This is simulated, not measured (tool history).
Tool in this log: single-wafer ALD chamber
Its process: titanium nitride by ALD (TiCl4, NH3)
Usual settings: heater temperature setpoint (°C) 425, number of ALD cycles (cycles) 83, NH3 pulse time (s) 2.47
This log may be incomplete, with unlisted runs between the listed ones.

run	hour	heater temperature setpoint (°C)	number of ALD cycles (cycles)	NH3 pulse time (s)	wafers since the last listed run	hours since the last thermocouple change	hours since the showerhead was replaced	hours since the gauge calibration	read-back reference wafer on the same gauge, thickness_nm	mean film thickness on the monitor wafer (nm)
1	0	435	83	2.47	0	360.6	4142.7	47.7	1.416	1.681
2	37	425	83	2.47	137	397.6	4179.7	84.7	1.421	1.687
3	67.2	425	83	2.47	112	427.8	4209.9	114.9	1.426	1.7
4	103	425	83	2.47	133	463.6	4245.7	150.7	1.43	1.693
5	128.5	425	83	2.47	94	489.1	4271.2	176.2	1.432	1.7
6	162.7	425	83	2.47	127	523.3	4305.4	210.4	1.437	1.711
7	211.6	425	83	2.47	181	572.2	4354.3	259.3	1.438	1.705
8	260.9	425	83	2.47	183	621.5	4403.6	308.6	1.44	1.714
9	305.5	425	83	2.47	165	666.1	4448.2	353.2	1.446	1.723
10	351.9	425	83	2.02	172	712.5	4494.6	399.6	1.447	1.707
11	416.8	425	83	2.02	241	777.4	4559.5	464.5	1.449	1.707
12	541.1	425	83	2.02	461	901.7	4683.8	588.8	1.454	1.718
13	612.1	425	83	2.47	263	972.7	4754.8	659.8	1.458	1.723
14	645.4	425	83	2.47	123	1006	4788.1	693.1	1.464	1.74
15	705.1	425	83	2.47	221	1065.7	4847.8	752.8	1.462	1.748
# hour 718.4: thermocouple changed; heater temperature recalibrated
16	769.7	425	83	2.47	210	51.3	4912.4	817.4	1.462	1.746
17	805.7	425	83	2.47	133	87.3	4948.4	853.4	1.463	1.754
18	853.5	425	83	2.47	177	135.1	4996.2	901.2	1.465	1.756
19	915.2	425	83	2.47	229	196.8	5057.9	962.9	1.467	1.744
20	947.7	425	83	2.47	120	229.3	5090.4	995.4	1.466	1.754
21	981.6	425	83	1.83	125	263.2	5124.3	1029.3	1.464	1.733
22	1016.1	425	78	1.88	128	297.7	5158.8	1063.8	1.469	1.623
# hour 1061: gauge calibrated
23	1065.6	425	83	1.49	183	347.2	5208.3	4.6	1.399	1.632
24	1093.4	425	83	1.78	103	375	5236.1	32.4	1.402	1.66
25	1159.1	425	68	3.38	244	440.7	5301.8	98.1	1.41	1.389
26	1203.6	432	96	1.59	165	485.2	5346.3	142.6	1.416	1.926
27	1254.8	412	75	3.39	190	536.4	5397.5	193.8	1.423	1.54
28	1315.1	429	67	1.84	224	596.7	5457.8	254.1	1.425	1.364
29	1350.1	432	83	1.59	130	631.7	5492.8	289.1	1.432	1.669
30	1418.9	434	75	1.76	255	700.5	5561.6	357.9	1.437	1.524
31	1484.3	425	83	2.47	242	765.9	5627	423.3	1.436	1.711
# hour 1516: showerhead replaced
32	1516.5	417	83	2.47	89	798.1	0.5	455.5	1.438	1.715
33	1569.2	419	68	2.47	195	850.8	53.2	508.2	1.443	1.411
34	1639.8	436	83	2.47	262	921.4	123.8	578.8	1.445	1.722
35	1678.5	433	83	2.86	143	960.1	162.5	617.5	1.449	1.731
36	1716.1	425	95	2.47	139	997.7	200.1	655.1	1.448	1.956
37	1758.4	425	68	3.38	157	1040	242.4	697.4	1.449	1.424
38	1822.8	438	83	3.34	239	1104.4	306.8	761.8	1.451	1.732
39	1983.4	436	83	2.47	596	1265	467.4	922.4	1.457	1.738
40	2040.3	412	73	2.02	211	1321.9	524.3	979.3	1.456	1.503
41	2086.3	434	99	3.36	170	1367.9	570.3	1025.3	1.455	2.075

3 ways to go on from here, each from the tool as it stands after run 41. What would each give?
A	2086.9	425	83	2.47	2	1368.5	570.9	1025.9	?	?
B	2086.9	425	72	2.47	2	1368.5	570.9	1025.9	?	?
C	2086.9	435	71	2.09	2	1368.5	570.9	1025.9	?	?

run	read-back reference wafer on the same gauge, thickness_nm	mean film thickness on the monitor wafer (nm)
A	1.458	1.732
B	1.458	1.503
C	1.458	1.474
The same runs, with their run-to-run variation unchanged, on a tool lacking any hidden condition would have given:
run	mean film thickness on the monitor wafer (nm)
A	1.666
B	1.445
C	1.417
